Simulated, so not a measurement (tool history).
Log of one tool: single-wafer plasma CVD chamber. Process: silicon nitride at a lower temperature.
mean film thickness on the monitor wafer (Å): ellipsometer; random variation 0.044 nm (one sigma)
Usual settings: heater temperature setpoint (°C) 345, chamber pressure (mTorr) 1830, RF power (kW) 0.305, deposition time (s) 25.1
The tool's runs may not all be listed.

run	hour	heater temperature setpoint (°C)	chamber pressure (mTorr)	RF power (kW)	deposition time (s)	wafers since the last listed run	hours since the last thermocouple change	hours since the last RF generator calibration	hours since the last manometer calibration	hours since the showerhead was replaced	hours since the gauge calibration	read-back reference wafer on the same gauge, thickness_nm	mean film thickness on the monitor wafer (Å)
1	0.0	345	1830	0.350	25.1	0	2917.5	1723.8	2264.5	4228.5	156.4	27.702	302.88
2	12.9	345	1830	0.305	25.1	478	2930.4	1736.7	2277.4	4241.4	169.3	27.690	278.99
3	19.6	345	1830	0.305	25.1	248	2937.1	1743.4	2284.1	4248.1	176.0	27.706	279.87
4	33.7	345	1700	0.305	22.4	522	2951.2	1757.5	2298.2	4262.2	190.1	27.705	244.77
5	47.1	345	1700	0.305	22.4	496	2964.6	1770.9	2311.6	4275.6	203.5	27.703	244.95
6	54.5	345	1700	0.305	22.4	274	2972.0	1778.3	2319.0	4283.0	210.9	27.689	244.84
7	65.0	345	1830	0.305	25.1	389	2982.5	1788.8	2329.5	4293.5	221.4	27.695	278.35
8	71.5	345	1830	0.305	25.1	240	2989.0	1795.3	2336.0	4300.0	227.9	27.701	278.78
9	81.6	345	1830	0.305	25.1	374	2999.1	1805.4	2346.1	4310.1	238.0	27.702	279.12
10	91.0	345	1830	0.305	25.1	348	3008.5	1814.8	2355.5	4319.5	247.4	27.695	279.50
11	97.4	345	1830	0.305	25.1	237	3014.9	1821.2	2361.9	4325.9	253.8	27.701	278.94
12	111.9	345	1830	0.305	25.1	537	3029.4	1835.7	2376.4	4340.4	268.3	27.700	278.12
# hour 128.3: thermocouple changed; heater temperature recalibrated
13	128.8	337	1600	0.305	25.1	329	0.5	1852.6	2393.3	4357.3	285.2	27.710	270.13
# hour 132.4: gauge calibrated
14	136.6	337	1600	0.305	25.1	289	8.3	1860.4	2401.1	4365.1	4.2	27.695	269.38
15	150.8	358	1580	0.355	20.8	526	22.5	1874.6	2415.3	4379.3	18.4	27.697	240.74
# hour 160.8: RF generator calibrated
16	167.8	345	1830	0.305	25.1	333	39.5	7.0	2432.3	4396.3	35.4	27.695	291.21
17	183.9	345	1830	0.305	25.1	596	55.6	23.1	2448.4	4412.4	51.5	27.695	291.16
# hour 197.3: showerhead replaced
# hour 201.5: capacitance manometer re-zeroed and calibrated
18	202.0	345	1600	0.305	25.1	217	73.7	41.2	0.5	4.7	69.6	27.702	280.57
19	211.5	345	1830	0.305	21.0	352	83.2	50.7	10.0	14.2	79.1	27.706	243.08
20	223.3	350	2230	0.275	22.1	437	95.0	62.5	21.8	26.0	90.9	27.704	253.55
21	236.5	345	1830	0.305	25.1	489	108.2	75.7	35.0	39.2	104.1	27.697	290.01
22	252.3	345	2080	0.360	25.1	585	124.0	91.5	50.8	55.0	119.9	27.695	329.01
23	258.9	345	1830	0.305	25.1	244	130.6	98.1	57.4	61.6	126.5	27.700	290.52
24	267.2	360	1550	0.305	27.9	307	138.9	106.4	65.7	69.9	134.8	27.691	307.72
25	277.8	345	1710	0.285	25.1	392	149.5	117.0	76.3	80.5	145.4	27.698	274.77

Forecast each of these 5 alternatives for the next run:
A	278.2	345	1830	0.305	25.1	14	149.9	117.4	76.7	80.9	145.8	?	?
B	278.2	352	1590	0.345	28.5	14	149.9	117.4	76.7	80.9	145.8	?	?
C	278.2	357	1830	0.305	25.1	14	149.9	117.4	76.7	80.9	145.8	?	?
D	278.2	338	1830	0.305	25.1	14	149.9	117.4	76.7	80.9	145.8	?	?
E	278.2	336	2130	0.305	29.0	14	149.9	117.4	76.7	80.9	145.8	?	?

run	read-back reference wafer on the same gauge, thickness_nm	mean film thickness on the monitor wafer (Å)
A	27.702	289.90
B	27.702	339.06
C	27.702	288.75
D	27.702	290.57
E	27.702	348.54
Without the tool's hidden state the same runs would have given:
run	mean film thickness on the monitor wafer (Å)
A	290.04
B	339.21
C	288.89
D	290.70
E	348.70

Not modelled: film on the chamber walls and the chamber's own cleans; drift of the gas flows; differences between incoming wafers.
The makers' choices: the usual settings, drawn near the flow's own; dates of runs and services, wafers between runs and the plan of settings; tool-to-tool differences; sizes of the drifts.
